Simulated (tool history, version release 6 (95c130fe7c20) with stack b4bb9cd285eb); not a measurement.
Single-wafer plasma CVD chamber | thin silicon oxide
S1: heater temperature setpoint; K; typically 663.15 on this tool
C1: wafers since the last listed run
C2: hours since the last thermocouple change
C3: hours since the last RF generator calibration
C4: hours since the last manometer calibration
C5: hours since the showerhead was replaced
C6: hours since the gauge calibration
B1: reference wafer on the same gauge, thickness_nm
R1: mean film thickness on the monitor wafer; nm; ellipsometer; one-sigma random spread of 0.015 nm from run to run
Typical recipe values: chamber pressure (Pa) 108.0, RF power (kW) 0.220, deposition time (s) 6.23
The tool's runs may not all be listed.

{"run": 1, "day": 0.0, "S1": 663.15, "chamber pressure (Pa)": 108.0, "RF power (kW)": 0.22, "deposition time (s)": 5.38, "C1": 0, "C2": 1894.4, "C3": 1739.0, "C4": 2195.2, "C5": 3891.1, "C6": 174.3, "B1": 11.698, "R1": 8.739}
{"run": 2, "day": 0.654, "S1": 663.15, "chamber pressure (Pa)": 108.0, "RF power (kW)": 0.22, "deposition time (s)": 5.38, "C1": 494, "C2": 1910.1, "C3": 1754.7, "C4": 2210.9, "C5": 3906.8, "C6": 190.0, "B1": 11.694, "R1": 8.78}
{"run": 3, "day": 1.188, "S1": 663.15, "chamber pressure (Pa)": 108.0, "RF power (kW)": 0.22, "deposition time (s)": 5.38, "C1": 403, "C2": 1922.9, "C3": 1767.5, "C4": 2223.7, "C5": 3919.6, "C6": 202.8, "B1": 11.699, "R1": 8.764}
{"run": 4, "day": 1.462, "S1": 663.15, "chamber pressure (Pa)": 108.0, "RF power (kW)": 0.22, "deposition time (s)": 6.23, "C1": 207, "C2": 1929.5, "C3": 1774.1, "C4": 2230.3, "C5": 3926.2, "C6": 209.4, "B1": 11.704, "R1": 10.159}
{"run": 5, "day": 1.829, "S1": 663.15, "chamber pressure (Pa)": 108.0, "RF power (kW)": 0.22, "deposition time (s)": 6.23, "C1": 277, "C2": 1938.3, "C3": 1782.9, "C4": 2239.1, "C5": 3935.0, "C6": 218.2, "B1": 11.695, "R1": 10.123}
{"run": 6, "day": 2.325, "S1": 663.15, "chamber pressure (Pa)": 108.0, "RF power (kW)": 0.23, "deposition time (s)": 6.23, "C1": 374, "C2": 1950.2, "C3": 1794.8, "C4": 2251.0, "C5": 3946.9, "C6": 230.1, "B1": 11.701, "R1": 10.337}
{"run": 7, "day": 2.917, "S1": 663.15, "chamber pressure (Pa)": 108.0, "RF power (kW)": 0.23, "deposition time (s)": 6.23, "C1": 447, "C2": 1964.4, "C3": 1809.0, "C4": 2265.2, "C5": 3961.1, "C6": 244.3, "B1": 11.693, "R1": 10.328}
{"run": 8, "day": 3.479, "S1": 663.15, "chamber pressure (Pa)": 108.0, "RF power (kW)": 0.23, "deposition time (s)": 6.23, "C1": 425, "C2": 1977.9, "C3": 1822.5, "C4": 2278.7, "C5": 3974.6, "C6": 257.8, "B1": 11.701, "R1": 10.34}
{"run": 9, "day": 4.05, "S1": 653.15, "chamber pressure (Pa)": 108.0, "RF power (kW)": 0.2, "deposition time (s)": 6.23, "C1": 431, "C2": 1991.6, "C3": 1836.2, "C4": 2292.4, "C5": 3988.3, "C6": 271.5, "B1": 11.696, "R1": 9.824}
{"run": 10, "day": 6.288, "S1": 653.15, "chamber pressure (Pa)": 108.0, "RF power (kW)": 0.2, "deposition time (s)": 6.23, "C1": 1691, "C2": 2045.3, "C3": 1889.9, "C4": 2346.1, "C5": 4042.0, "C6": 325.2, "B1": 11.7, "R1": 9.841}
{"run": 11, "day": 6.838, "S1": 663.15, "chamber pressure (Pa)": 93.5, "RF power (kW)": 0.22, "deposition time (s)": 6.23, "C1": 415, "C2": 2058.5, "C3": 1903.1, "C4": 2359.3, "C5": 4055.2, "C6": 338.4, "B1": 11.698, "R1": 9.079}
{"run": 12, "day": 7.275, "S1": 663.15, "chamber pressure (Pa)": 93.5, "RF power (kW)": 0.22, "deposition time (s)": 6.23, "C1": 330, "C2": 2069.0, "C3": 1913.6, "C4": 2369.8, "C5": 4065.7, "C6": 348.9, "B1": 11.7, "R1": 9.074}
{"day": 8.225, "done": "gauge calibrated"}
{"run": 13, "day": 9.012, "S1": 663.15, "chamber pressure (Pa)": 93.5, "RF power (kW)": 0.22, "deposition time (s)": 6.23, "C1": 1313, "C2": 2110.7, "C3": 1955.3, "C4": 2411.5, "C5": 4107.4, "C6": 18.9, "B1": 11.695, "R1": 9.087}
{"day": 9.633, "done": "showerhead replaced"}
{"run": 14, "day": 9.967, "S1": 663.15, "chamber pressure (Pa)": 108.0, "RF power (kW)": 0.22, "deposition time (s)": 6.23, "C1": 469, "C2": 2133.6, "C3": 1978.2, "C4": 2434.4, "C5": 8.0, "C6": 41.8, "B1": 11.694, "R1": 10.161}
{"run": 15, "day": 10.438, "S1": 663.15, "chamber pressure (Pa)": 108.0, "RF power (kW)": 0.22, "deposition time (s)": 6.23, "C1": 355, "C2": 2144.9, "C3": 1989.5, "C4": 2445.7, "C5": 19.3, "C6": 53.1, "B1": 11.691, "R1": 10.182}
{"run": 16, "day": 10.771, "S1": 673.15, "chamber pressure (Pa)": 82.4, "RF power (kW)": 0.24, "deposition time (s)": 5.05, "C1": 252, "C2": 2152.9, "C3": 1997.5, "C4": 2453.7, "C5": 27.3, "C6": 61.1, "B1": 11.695, "R1": 6.812}
{"day": 11.542, "done": "thermocouple changed; heater temperature recalibrated"}
{"run": 17, "day": 11.562, "S1": 663.15, "chamber pressure (Pa)": 108.0, "RF power (kW)": 0.22, "deposition time (s)": 6.23, "C1": 346, "C2": 0.5, "C3": 2016.5, "C4": 2472.7, "C5": 46.3, "C6": 80.1, "B1": 11.708, "R1": 10.207}

Run 18 has not been measured yet. What should we expect?
{"run": 18, "day": 11.879, "S1": 663.15, "chamber pressure (Pa)": 108.0, "RF power (kW)": 0.22, "deposition time (s)": 6.23, "C1": 239, "C2": 8.1, "C3": 2024.1, "C4": 2480.3, "C5": 53.9, "C6": 87.7, "B1": "?", "R1": "?"}

Run 18 came out at B1 11.703, R1 10.207 nm.
If the tool had no hidden condition, the same run with the same run-to-run variation would have returned R1 10.032 nm.
